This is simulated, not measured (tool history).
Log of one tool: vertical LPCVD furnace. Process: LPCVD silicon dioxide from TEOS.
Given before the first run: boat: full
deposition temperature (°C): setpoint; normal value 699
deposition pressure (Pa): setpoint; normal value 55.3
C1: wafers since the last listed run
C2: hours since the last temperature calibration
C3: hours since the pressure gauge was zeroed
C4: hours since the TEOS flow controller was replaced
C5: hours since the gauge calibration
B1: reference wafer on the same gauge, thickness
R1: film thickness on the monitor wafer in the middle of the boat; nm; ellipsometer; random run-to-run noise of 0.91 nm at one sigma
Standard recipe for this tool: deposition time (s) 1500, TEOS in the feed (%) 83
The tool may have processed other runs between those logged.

{"run": 1, "hour": 0.0, "deposition temperature (°C)": 699, "deposition pressure (Pa)": 60.7, "deposition time (s)": 1500, "TEOS in the feed (%)": 83, "C1": 0, "C2": 1489.1, "C3": 2176.5, "C4": 2052.0, "C5": 403.9, "B1": 187.95, "R1": 244.61}
{"run": 2, "hour": 20.4, "deposition temperature (°C)": 699, "deposition pressure (Pa)": 55.3, "deposition time (s)": 1080, "TEOS in the feed (%)": 83, "C1": 245, "C2": 1509.5, "C3": 2196.9, "C4": 2072.4, "C5": 424.3, "B1": 187.78, "R1": 167.33}
{"run": 3, "hour": 36.3, "deposition temperature (°C)": 699, "deposition pressure (Pa)": 55.3, "deposition time (s)": 1080, "TEOS in the feed (%)": 83, "C1": 191, "C2": 1525.4, "C3": 2212.8, "C4": 2088.3, "C5": 440.2, "B1": 187.92, "R1": 168.65}
{"run": 4, "hour": 70.7, "deposition temperature (°C)": 699, "deposition pressure (Pa)": 55.3, "deposition time (s)": 1500, "TEOS in the feed (%)": 83, "C1": 414, "C2": 1559.8, "C3": 2247.2, "C4": 2122.7, "C5": 474.6, "B1": 187.86, "R1": 234.65}
{"run": 5, "hour": 84.6, "deposition temperature (°C)": 699, "deposition pressure (Pa)": 55.3, "deposition time (s)": 1500, "TEOS in the feed (%)": 83, "C1": 167, "C2": 1573.7, "C3": 2261.1, "C4": 2136.6, "C5": 488.5, "B1": 188.02, "R1": 232.63}
{"hour": 127.5, "done": "pressure gauge zeroed"}
{"run": 6, "hour": 128.0, "deposition temperature (°C)": 699, "deposition pressure (Pa)": 55.3, "deposition time (s)": 1500, "TEOS in the feed (%)": 83, "C1": 233, "C2": 1617.1, "C3": 0.5, "C4": 2180.0, "C5": 531.9, "B1": 188.04, "R1": 235.77}
{"run": 7, "hour": 138.1, "deposition temperature (°C)": 699, "deposition pressure (Pa)": 55.3, "deposition time (s)": 1500, "TEOS in the feed (%)": 83, "C1": 121, "C2": 1627.2, "C3": 10.6, "C4": 2190.1, "C5": 542.0, "B1": 187.83, "R1": 234.7}
{"hour": 181.9, "done": "thermocouples replaced and temperature profile calibrated"}
{"run": 8, "hour": 182.4, "deposition temperature (°C)": 699, "deposition pressure (Pa)": 55.3, "deposition time (s)": 1500, "TEOS in the feed (%)": 83, "C1": 244, "C2": 0.5, "C3": 54.9, "C4": 2234.4, "C5": 586.3, "B1": 188.05, "R1": 229.19}
{"run": 9, "hour": 194.9, "deposition temperature (°C)": 699, "deposition pressure (Pa)": 55.3, "deposition time (s)": 1500, "TEOS in the feed (%)": 83, "C1": 150, "C2": 13.0, "C3": 67.4, "C4": 2246.9, "C5": 598.8, "B1": 188.37, "R1": 229.1}
{"run": 10, "hour": 225.3, "deposition temperature (°C)": 699, "deposition pressure (Pa)": 55.3, "deposition time (s)": 1500, "TEOS in the feed (%)": 83, "C1": 365, "C2": 43.4, "C3": 97.8, "C4": 2277.3, "C5": 629.2, "B1": 187.99, "R1": 230.12}
{"run": 11, "hour": 240.0, "deposition temperature (°C)": 699, "deposition pressure (Pa)": 55.3, "deposition time (s)": 1500, "TEOS in the feed (%)": 83, "C1": 176, "C2": 58.1, "C3": 112.5, "C4": 2292.0, "C5": 643.9, "B1": 187.97, "R1": 227.19}
{"run": 12, "hour": 265.8, "deposition temperature (°C)": 699, "deposition pressure (Pa)": 55.3, "deposition time (s)": 1500, "TEOS in the feed (%)": 83, "C1": 310, "C2": 83.9, "C3": 138.3, "C4": 2317.8, "C5": 669.7, "B1": 187.83, "R1": 228.63}
{"run": 13, "hour": 290.0, "deposition temperature (°C)": 699, "deposition pressure (Pa)": 55.3, "deposition time (s)": 1500, "TEOS in the feed (%)": 83, "C1": 291, "C2": 108.1, "C3": 162.5, "C4": 2342.0, "C5": 693.9, "B1": 187.99, "R1": 229.06}
{"run": 14, "hour": 311.6, "deposition temperature (°C)": 699, "deposition pressure (Pa)": 44.7, "deposition time (s)": 1500, "TEOS in the feed (%)": 83, "C1": 260, "C2": 129.7, "C3": 184.1, "C4": 2363.6, "C5": 715.5, "B1": 188.24, "R1": 205.19}
{"run": 15, "hour": 347.5, "deposition temperature (°C)": 699, "deposition pressure (Pa)": 42.0, "deposition time (s)": 1080, "TEOS in the feed (%)": 73, "C1": 432, "C2": 165.6, "C3": 220.0, "C4": 2399.5, "C5": 751.4, "B1": 188.01, "R1": 133.46}
{"run": 16, "hour": 364.2, "deposition temperature (°C)": 699, "deposition pressure (Pa)": 55.3, "deposition time (s)": 1500, "TEOS in the feed (%)": 83, "C1": 201, "C2": 182.3, "C3": 236.7, "C4": 2416.2, "C5": 768.1, "B1": 187.74, "R1": 229.57}
{"run": 17, "hour": 385.4, "deposition temperature (°C)": 699, "deposition pressure (Pa)": 55.3, "deposition time (s)": 1500, "TEOS in the feed (%)": 83, "C1": 255, "C2": 203.5, "C3": 257.9, "C4": 2437.4, "C5": 789.3, "B1": 188.07, "R1": 229.36}
{"run": 18, "hour": 417.0, "deposition temperature (°C)": 699, "deposition pressure (Pa)": 55.3, "deposition time (s)": 1500, "TEOS in the feed (%)": 83, "C1": 380, "C2": 235.1, "C3": 289.5, "C4": 2469.0, "C5": 820.9, "B1": 188.02, "R1": 229.89}
{"hour": 422.9, "done": "gauge calibrated"}
{"run": 19, "hour": 440.6, "deposition temperature (°C)": 699, "deposition pressure (Pa)": 65.3, "deposition time (s)": 1320, "TEOS in the feed (%)": 72, "C1": 284, "C2": 258.7, "C3": 313.1, "C4": 2492.6, "C5": 17.7, "B1": 188.11, "R1": 204.22}
{"run": 20, "hour": 456.5, "deposition temperature (°C)": 699, "deposition pressure (Pa)": 55.3, "deposition time (s)": 1500, "TEOS in the feed (%)": 83, "C1": 191, "C2": 274.6, "C3": 329.0, "C4": 2508.5, "C5": 33.6, "B1": 187.97, "R1": 229.25}
{"run": 21, "hour": 491.5, "deposition temperature (°C)": 705, "deposition pressure (Pa)": 64.0, "deposition time (s)": 1230, "TEOS in the feed (%)": 91, "C1": 421, "C2": 309.6, "C3": 364.0, "C4": 2543.5, "C5": 68.6, "B1": 188.04, "R1": 243.64}
{"run": 22, "hour": 515.1, "deposition temperature (°C)": 709, "deposition pressure (Pa)": 50.7, "deposition time (s)": 1080, "TEOS in the feed (%)": 93, "C1": 284, "C2": 333.2, "C3": 387.6, "C4": 2567.1, "C5": 92.2, "B1": 188.07, "R1": 210.51}
{"run": 23, "hour": 550.9, "deposition temperature (°C)": 691, "deposition pressure (Pa)": 55.3, "deposition time (s)": 1260, "TEOS in the feed (%)": 88, "C1": 430, "C2": 369.0, "C3": 423.4, "C4": 2602.9, "C5": 128.0, "B1": 188.05, "R1": 164.13}
{"hour": 579.2, "done": "TEOS flow controller replaced"}
{"run": 24, "hour": 581.3, "deposition temperature (°C)": 699, "deposition pressure (Pa)": 55.3, "deposition time (s)": 1500, "TEOS in the feed (%)": 83, "C1": 77, "C2": 399.4, "C3": 453.8, "C4": 2.1, "C5": 158.4, "B1": 187.89, "R1": 228.49}
{"run": 25, "hour": 593.5, "deposition temperature (°C)": 699, "deposition pressure (Pa)": 55.3, "deposition time (s)": 1500, "TEOS in the feed (%)": 83, "C1": 146, "C2": 411.6, "C3": 466.0, "C4": 14.3, "C5": 170.6, "B1": 188.08, "R1": 232.28}
{"run": 26, "hour": 619.6, "deposition temperature (°C)": 699, "deposition pressure (Pa)": 55.3, "deposition time (s)": 1500, "TEOS in the feed (%)": 83, "C1": 314, "C2": 437.7, "C3": 492.1, "C4": 40.4, "C5": 196.7, "B1": 188.21, "R1": 230.02}
{"run": 27, "hour": 639.1, "deposition temperature (°C)": 711, "deposition pressure (Pa)": 55.3, "deposition time (s)": 1950, "TEOS in the feed (%)": 70, "C1": 234, "C2": 457.2, "C3": 511.6, "C4": 59.9, "C5": 216.2, "B1": 188.06, "R1": 362.82}
{"run": 28, "hour": 658.8, "deposition temperature (°C)": 693, "deposition pressure (Pa)": 55.3, "deposition time (s)": 1770, "TEOS in the feed (%)": 83, "C1": 237, "C2": 476.9, "C3": 531.3, "C4": 79.6, "C5": 235.9, "B1": 188.07, "R1": 235.59}
{"run": 29, "hour": 730.2, "deposition temperature (°C)": 689, "deposition pressure (Pa)": 59.3, "deposition time (s)": 1950, "TEOS in the feed (%)": 72, "C1": 859, "C2": 548.3, "C3": 602.7, "C4": 151.0, "C5": 307.3, "B1": 187.94, "R1": 227.36}
{"run": 30, "hour": 763.0, "deposition temperature (°C)": 699, "deposition pressure (Pa)": 68.7, "deposition time (s)": 1500, "TEOS in the feed (%)": 83, "C1": 394, "C2": 581.1, "C3": 635.5, "C4": 183.8, "C5": 340.1, "B1": 187.84, "R1": 256.56}
{"run": 31, "hour": 781.2, "deposition temperature (°C)": 705, "deposition pressure (Pa)": 55.3, "deposition time (s)": 1680, "TEOS in the feed (%)": 74, "C1": 219, "C2": 599.3, "C3": 653.7, "C4": 202.0, "C5": 358.3, "B1": 188.0, "R1": 280.87}
{"run": 32, "hour": 807.5, "deposition temperature (°C)": 689, "deposition pressure (Pa)": 47.3, "deposition time (s)": 1500, "TEOS in the feed (%)": 83, "C1": 316, "C2": 625.6, "C3": 680.0, "C4": 228.3, "C5": 384.6, "B1": 187.88, "R1": 168.73}

What if the next run were any one of these 3? Each begins from the tool's condition after run 32:
{"run": "A", "hour": 811.8, "deposition temperature (°C)": 695, "deposition pressure (Pa)": 55.3, "deposition time (s)": 1500, "TEOS in the feed (%)": 83, "C1": 51, "C2": 629.9, "C3": 684.3, "C4": 232.6, "C5": 388.9, "B1": "?", "R1": "?"}
{"run": "B", "hour": 811.8, "deposition temperature (°C)": 699, "deposition pressure (Pa)": 55.3, "deposition time (s)": 1500, "TEOS in the feed (%)": 88, "C1": 51, "C2": 629.9, "C3": 684.3, "C4": 232.6, "C5": 388.9, "B1": "?", "R1": "?"}
{"run": "C", "hour": 811.8, "deposition temperature (°C)": 689, "deposition pressure (Pa)": 41.3, "deposition time (s)": 1770, "TEOS in the feed (%)": 93, "C1": 51, "C2": 629.9, "C3": 684.3, "C4": 232.6, "C5": 388.9, "B1": "?", "R1": "?"}

run=A B1=188.14 R1=211.13
run=B B1=188.14 R1=238.71
run=C B1=188.14 R1=197.80
Without the tool's unlogged condition, the same runs would have read:
run=A R1=208.89
run=B R1=236.20
run=C R1=195.68
